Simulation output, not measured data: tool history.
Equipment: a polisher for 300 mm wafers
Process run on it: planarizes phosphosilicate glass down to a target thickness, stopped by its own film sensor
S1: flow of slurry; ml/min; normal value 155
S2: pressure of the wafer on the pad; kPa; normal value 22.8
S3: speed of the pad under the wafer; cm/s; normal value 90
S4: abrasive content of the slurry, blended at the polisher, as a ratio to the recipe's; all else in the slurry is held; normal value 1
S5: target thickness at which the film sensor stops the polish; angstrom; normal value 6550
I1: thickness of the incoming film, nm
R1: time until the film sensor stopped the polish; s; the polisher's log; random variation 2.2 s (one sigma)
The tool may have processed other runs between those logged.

run 1 hour=0 | S1=155 S2=22.8 S3=90 S4=1 S5=6550 | I1=1679 | R1=117.4
run 2 hour=97.9 | S1=155 S2=22.8 S3=90 S4=1 S5=6550 | I1=1666.4 | R1=117.4
-- hour=181.7 worn pad replaced by a new one
-- hour=183.5 slurry blender recalibrated
run 3 hour=194.5 | S1=155 S2=22.8 S3=90 S4=1 S5=6550 | I1=1668.4 | R1=117.5
-- hour=219.2 head pressure recalibrated
run 4 hour=241.9 | S1=155 S2=22.8 S3=90 S4=1 S5=8280 | I1=1687.4 | R1=98.3
-- hour=259.8 conditioning disc replaced and pad reconditioned
run 5 hour=348.9 | S1=155 S2=22.8 S3=90 S4=1 S5=8280 | I1=1655.1 | R1=93
run 6 hour=448.1 | S1=155 S2=22.8 S3=90 S4=1 S5=8280 | I1=1649 | R1=97.9
run 7 hour=540.3 | S1=155 S2=29.6 S3=90 S4=1 S5=6550 | I1=1650.3 | R1=95.8
run 8 hour=587.8 | S1=155 S2=29.6 S3=90 S4=1 S5=6550 | I1=1671.8 | R1=95.7
run 9 hour=630.8 | S1=155 S2=22.8 S3=90 S4=1 S5=6550 | I1=1646.5 | R1=123.9
-- hour=692.3 worn pad replaced by a new one, of another model than before
run 10 hour=713.1 | S1=155 S2=17.2 S3=90 S4=0.8 S5=5490 | I1=1683.2 | R1=226
-- hour=729.5 slurry nozzle cleaned
-- hour=742.2 head pressure recalibrated
run 11 hour=788.7 | S1=155 S2=22.8 S3=90 S4=1 S5=6550 | I1=1675.6 | R1=117.7
-- hour=794.1 slurry blender recalibrated
run 12 hour=874.8 | S1=155 S2=20 S3=76 S4=1.3 S5=6550 | I1=1680.2 | R1=134.1
-- hour=891.4 conditioning disc replaced and pad reconditioned
run 13 hour=954.9 | S1=155 S2=22.8 S3=90 S4=1 S5=4520 | I1=1661.2 | R1=145.5
run 14 hour=993.2 | S1=125 S2=18.6 S3=90 S4=1 S5=6550 | I1=1669.3 | R1=146.5
run 15 hour=1051.2 | S1=155 S2=22.8 S3=64 S4=1 S5=9540 | I1=1695 | R1=104.8
run 16 hour=1116.3 | S1=155 S2=22.8 S3=90 S4=1 S5=6550 | I1=1666.9 | R1=125.1
run 17 hour=1167.5 | S1=155 S2=18.6 S3=90 S4=1 S5=6550 | I1=1660.9 | R1=144.6
run 18 hour=1266.6 | S1=155 S2=17.9 S3=90 S4=1 S5=9170 | I1=1647.8 | R1=109.5
-- hour=1273.5 worn pad replaced by a new one
run 19 hour=1316.9 | S1=155 S2=22.8 S3=90 S4=1 S5=5130 | I1=1696.8 | R1=163.9
-- hour=1331.4 head pressure recalibrated
-- hour=1339.2 slurry blender recalibrated
-- hour=1414.5 conditioning disc replaced and pad reconditioned
-- hour=1449.6 slurry nozzle cleaned
run 20 hour=1585.2 | S1=155 S2=22.8 S3=90 S4=0.9 S5=8190 | I1=1672.2 | R1=101.5
run 21 hour=1625.2 | S1=155 S2=20 S3=90 S4=0.85 S5=6550 | I1=1676.7 | R1=134.5
run 22 hour=1732.9 | S1=180 S2=25.5 S3=60 S4=1 S5=6550 | I1=1663.2 | R1=129.9
-- hour=1825.2 head pressure recalibrated
run 23 hour=1832.9 | S1=175 S2=18.6 S3=90 S4=1.1 S5=9880 | I1=1651.7 | R1=86.6
-- hour=1877.8 slurry blender recalibrated
run 24 hour=1894.9 | S1=155 S2=22.8 S3=90 S4=1 S5=6550 | I1=1660.3 | R1=128.5
-- hour=1902 worn pad replaced by a new one
-- hour=1919.2 conditioning disc replaced and pad reconditioned
run 25 hour=1959.6 | S1=205 S2=22.8 S3=82 S4=1.25 S5=3470 | I1=1672.2 | R1=156.9
run 26 hour=2064.4 | S1=190 S2=30.3 S3=90 S4=1.3 S5=4560 | I1=1647.2 | R1=113.5

Table of differences, measured result less the result of that run with no hidden state. Run-to-run variation is the same in both. Gauge scatter possibly is not:
The tool's hidden condition here consists of: removal rate lost through wear of the pad, %; slurry flow missing at the pad, %; deviation of the head's pressure from its setpoint, %; abrasive missing from the slurry, %; time polished since the conditioner stopped cutting, s.
run=1 R1=+0.5
run=2 R1=+1.6
run=3 R1=+2.7
run=4 R1=+2.8
run=5 R1=+3.8
run=6 R1=+5.3
run=7 R1=+6.4
run=8 R1=+7.1
run=9 R1=+10.1
run=10 R1=+60.2
run=11 R1=+1.2
run=12 R1=+3.4
run=13 R1=+6
run=14 R1=+9.6
run=15 R1=+6.7
run=16 R1=+10.3
run=17 R1=+14.2
run=18 R1=+14.9
run=19 R1=+26.1
run=20 R1=+2.4
run=21 R1=+4.3
run=22 R1=+5.9
run=23 R1=+6.1
run=24 R1=+13.1
run=25 R1=+14.3
run=26 R1=+15.8

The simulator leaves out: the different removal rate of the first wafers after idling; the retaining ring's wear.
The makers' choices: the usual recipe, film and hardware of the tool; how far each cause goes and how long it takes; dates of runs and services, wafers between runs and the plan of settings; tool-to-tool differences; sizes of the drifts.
